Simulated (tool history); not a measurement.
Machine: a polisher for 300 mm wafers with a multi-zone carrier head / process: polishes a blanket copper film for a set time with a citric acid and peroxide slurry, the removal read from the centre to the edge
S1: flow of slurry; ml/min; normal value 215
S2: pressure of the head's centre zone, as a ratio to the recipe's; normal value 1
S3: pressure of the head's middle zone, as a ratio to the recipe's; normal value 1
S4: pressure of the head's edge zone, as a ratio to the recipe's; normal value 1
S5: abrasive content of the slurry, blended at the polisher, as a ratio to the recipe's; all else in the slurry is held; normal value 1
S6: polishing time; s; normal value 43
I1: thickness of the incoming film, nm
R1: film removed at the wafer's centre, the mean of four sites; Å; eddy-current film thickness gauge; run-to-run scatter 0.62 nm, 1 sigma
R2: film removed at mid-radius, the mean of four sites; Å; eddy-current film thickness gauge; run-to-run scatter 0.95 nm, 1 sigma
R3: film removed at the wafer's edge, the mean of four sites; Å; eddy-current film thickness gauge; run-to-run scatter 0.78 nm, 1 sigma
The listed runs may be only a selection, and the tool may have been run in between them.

run	hour	S1	S2	S3	S4	S5	S6	I1	R1	R2	R3
1	0	215	1	1	1	1	43	1273.3	780	784	806
2	39.3	215	1	1	1	1	43	1292.9	760	775	800
# hour 101.3: worn pad replaced by a new one
3	144.2	215	1	1	1	1	43	1252.2	775	781	810
4	187.7	215	1	1	1	1	43	1244	778	776	809
# hour 196.8: slurry nozzle cleaned
5	260.8	215	1	1	1	1	43	1276.4	778	773	807
# hour 332.2: worn pad replaced by a new one
6	342.8	215	1	1	1	1	43	1287	776	774	806
7	449.5	215	1	1	1	1	43	1255.7	784	781	804
# hour 467.1: slurry nozzle cleaned
8	536.9	215	1	1	1	1	43	1262.8	785	774	790
# hour 601: worn pad replaced by a new one
9	609.7	215	1	1	1.11	1	43	1269	781	795	847
# hour 700.5: slurry nozzle cleaned
# hour 722.5: centre zone pressure recalibrated
10	752.2	215	1	1	1	1	43	1276.1	778	779	801
11	812.9	275	1	1	1	1	37	1269.3	684	683	702
# hour 829.2: edge zone pressure recalibrated
# hour 851: carrier head's membrane replaced by a new one
# hour 860.3: worn pad replaced by a new one
12	860.8	215	1	1	1	1	43	1270.9	774	777	802
# hour 940.2: slurry nozzle cleaned
13	957.3	215	1	1.11	0.9	1	31	1277.8	557	607	545
14	1017.3	215	1	1	1	1	43	1285.9	786	778	802
# hour 1082: worn pad replaced by a new one
15	1117.5	215	1	1.06	1	1	43	1271.8	783	835	805
# hour 1182.7: slurry nozzle cleaned
16	1197.2	240	1	1	1	1	43	1286.2	785	782	810
17	1236.7	215	1	1	1	1.15	48	1274.8	917	904	923

Below are 5 alternative next runs, each starting from the tool's condition after run 17. Predict each:
A	1237.1	215	1	1	1	1	43	1289.1	?	?	?
B	1237.1	215	0.95	1.04	1	0.75	43	1289.1	?	?	?
C	1237.1	215	1	1	1	1	57	1289.1	?	?	?
D	1237.1	215	1	1.1	0.94	1	43	1289.1	?	?	?
E	1237.1	215	1	1.1	1.04	1	32	1289.1	?	?	?

run	R1	R2	R3
A	786	777	784
B	702	744	729
C	1042	1030	1039
D	787	832	762
E	586	619	593
Stripped of hidden state, with their random variation kept, the same runs would have yielded:
run	R1	R2	R3
A	766	777	784
B	684	744	729
C	1016	1030	1039
D	767	832	762
E	571	619	593
